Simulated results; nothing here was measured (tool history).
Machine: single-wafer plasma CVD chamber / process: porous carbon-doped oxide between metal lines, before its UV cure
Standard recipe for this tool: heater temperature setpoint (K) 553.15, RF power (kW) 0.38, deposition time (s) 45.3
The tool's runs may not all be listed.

run   hour  heater temperature setpoint (K)  RF power (kW)  deposition time (s)  read-back reference wafer on the same gauge, thickness_nm  mean film thickness on the monitor wafer (nm)
  1      0                           553.15           0.38                 45.3                                                    222.982                                        212.503
  2   12.5                           553.15           0.38                 45.3                                                     223.04                                        212.513
  3  116.1                           553.15           0.38                 45.3                                                    222.593                                        211.688
  4    133                           553.15           0.38                 45.3                                                    222.998                                        209.712
  5  153.6                           553.15           0.38                 45.3                                                    222.654                                        211.329
  6  189.4                           553.15           0.38                 45.3                                                     222.61                                        209.728
  7  216.3                           553.15           0.38                 45.3                                                     223.28                                        208.826
     233.9  -- gauge calibrated
  8  252.1                           553.15           0.38                 38.2                                                    223.173                                        178.174
  9    268                           553.15           0.38                 52.1                                                    222.991                                         240.01
     277.7  -- showerhead replaced
 10  282.7                           553.15           0.38                 52.1                                                    223.116                                        239.015
     299.8  -- RF generator calibrated
     304.8  -- thermocouple changed; heater temperature recalibrated
 11  305.3                           553.15           0.38                 52.1                                                    223.425                                        257.779
 12  319.4                           553.15           0.33                 45.3                                                    222.876                                        195.632
 13  335.7                           564.15          0.325                 45.3                                                    223.016                                         179.02
 14  360.1                           566.15          0.355                 40.5                                                      223.2                                        171.442
 15  380.1                           568.15          0.335                 36.8                                                    223.248                                        146.057
 16  403.9                           564.15           0.42                 36.8                                                    223.377                                        187.031
 17  430.8                           553.15           0.38                 45.3                                                    222.879                                        225.403
 18    463                           553.15           0.34                 48.1                                                    223.085                                         212.53
 19  486.1                           546.15           0.36                 52.6                                                    222.636                                        259.256
 20  509.1                           553.15           0.38                 45.3                                                    223.032                                         224.97
 21  531.3                           553.15           0.38                 45.3                                                    222.953                                        225.595
 22  549.4                           553.15           0.38                 51.8                                                    223.019                                        257.284
 23  577.6                           553.15          0.345                 37.1                                                    223.104                                        167.574
     583.7  -- gauge calibrated
 24  594.3                           566.15          0.355                 40.5                                                    222.736                                        173.811
 25  653.3                           553.15           0.38                 45.3                                                    222.944                                        224.962

Below are 5 alternative next runs, each starting from the tool's condition after run 25. Predict each:
  A  653.7                           553.15          0.335                 45.3                                                          ?                                              ?
  B  653.7                           540.15           0.32                 45.3                                                          ?                                              ?
  C  653.7                           553.15           0.34                 42.3                                                          ?                                              ?
  D  653.7                           553.15           0.44                 42.1                                                          ?                                              ?
  E  653.7                           540.15          0.345                 42.5                                                          ?                                              ?

run  read-back reference wafer on the same gauge, thickness_nm  mean film thickness on the monitor wafer (nm)
  A                                                     222.98                                        198.808
  B                                                     222.98                                         208.97
  C                                                     222.98                                         188.73
  D                                                     222.98                                        240.655
  E                                                     222.98                                        212.017
What these runs would have given with no unlogged condition in the tool:
run  mean film thickness on the monitor wafer (nm)
  A                                        200.425
  B                                        210.729
  C                                        190.265
  D                                        242.546
  E                                        213.741
